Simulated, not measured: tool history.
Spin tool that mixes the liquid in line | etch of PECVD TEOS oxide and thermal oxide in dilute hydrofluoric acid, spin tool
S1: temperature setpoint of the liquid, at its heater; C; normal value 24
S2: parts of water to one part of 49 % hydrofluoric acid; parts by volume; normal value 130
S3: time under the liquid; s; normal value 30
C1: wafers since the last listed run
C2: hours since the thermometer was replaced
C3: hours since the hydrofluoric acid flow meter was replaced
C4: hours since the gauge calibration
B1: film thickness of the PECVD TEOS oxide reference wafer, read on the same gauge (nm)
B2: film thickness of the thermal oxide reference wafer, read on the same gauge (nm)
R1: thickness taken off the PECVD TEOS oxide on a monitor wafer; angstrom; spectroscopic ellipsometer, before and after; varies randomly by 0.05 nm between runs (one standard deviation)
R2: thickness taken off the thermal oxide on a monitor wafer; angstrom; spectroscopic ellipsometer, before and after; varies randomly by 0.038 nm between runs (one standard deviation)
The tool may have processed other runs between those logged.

| run | hour | S1 | S2 | S3 | C1 | C2 | C3 | C4 | B1 | B2 | R1 | R2 |
|---|---|---|---|---|---|---|---|---|---|---|---|---|
| 1 | 0 | 24 | 130 | 30 | 0 | 382.6 | 290.4 | 75.7 | 90.01 | 100.003 | 57 | 10.74 |
| 2 | 34.1 | 24 | 130 | 30 | 617 | 416.7 | 324.5 | 109.8 | 89.99 | 100.016 | 58.4 | 9.76 |
| 3 | 61 | 24 | 130 | 30 | 487 | 443.6 | 351.4 | 136.7 | 89.99 | 100.025 | 57.8 | 10.69 |
| 4 | 82.7 | 24 | 130 | 30 | 393 | 465.3 | 373.1 | 158.4 | 90.02 | 99.983 | 58.4 | 10.79 |
| 5 | 101 | 24 | 130 | 30 | 331 | 483.6 | 391.4 | 176.7 | 90.01 | 99.987 | 58.8 | 10.96 |
| 6 | 193.2 | 24 | 150 | 30 | 1670 | 575.8 | 483.6 | 268.9 | 90 | 100.001 | 49.3 | 8.88 |
| 7 | 220.1 | 24 | 150 | 30 | 487 | 602.7 | 510.5 | 295.8 | 89.98 | 100.004 | 49.7 | 9.06 |
|  | 222.7 | hydrofluoric acid flow meter replaced |
| 8 | 236.4 | 24 | 130 | 30 | 277 | 619 | 13.7 | 312.1 | 90.01 | 100.015 | 58.9 | 11.24 |
| 9 | 250.8 | 24 | 130 | 30 | 260 | 633.4 | 28.1 | 326.5 | 90 | 100.006 | 58.1 | 11.33 |
| 10 | 265.5 | 24 | 130 | 40 | 266 | 648.1 | 42.8 | 341.2 | 90.01 | 100.003 | 76 | 14.21 |
|  | 278.8 | thermometer replaced |
| 11 | 293.9 | 24 | 130 | 40 | 496 | 15.1 | 71.2 | 369.6 | 90.02 | 100.008 | 77.7 | 14.43 |
| 12 | 312.2 | 24 | 130 | 40 | 331 | 33.4 | 89.5 | 387.9 | 90 | 99.983 | 78.2 | 13.82 |
| 13 | 380.1 | 25.5 | 130 | 25 | 1230 | 101.3 | 157.4 | 455.8 | 90.02 | 99.972 | 51.3 | 9.2 |
|  | 401.7 | gauge calibrated |
| 14 | 409.2 | 24 | 130 | 30 | 527 | 130.4 | 186.5 | 7.5 | 90.02 | 100.019 | 58.4 | 10.02 |
| 15 | 421.4 | 24 | 130 | 30 | 221 | 142.6 | 198.7 | 19.7 | 89.99 | 100.05 | 58 | 10.59 |
| 16 | 441 | 24 | 165 | 30 | 355 | 162.2 | 218.3 | 39.3 | 89.98 | 100.005 | 43.8 | 7.65 |

Estimate the outcome of run 17 from the log above:
| 17 | 471.1 | 20 | 70 | 15 | 545 | 192.3 | 248.4 | 69.4 | ? | ? | ? | ? |

{"run 17": {"B1": 89.99, "B2": 99.98, "R1": 48.6, "R2": 9.02}}
Without the tool's hidden state the same run would have given R1 48.6 angstrom, R2 9.02 angstrom.

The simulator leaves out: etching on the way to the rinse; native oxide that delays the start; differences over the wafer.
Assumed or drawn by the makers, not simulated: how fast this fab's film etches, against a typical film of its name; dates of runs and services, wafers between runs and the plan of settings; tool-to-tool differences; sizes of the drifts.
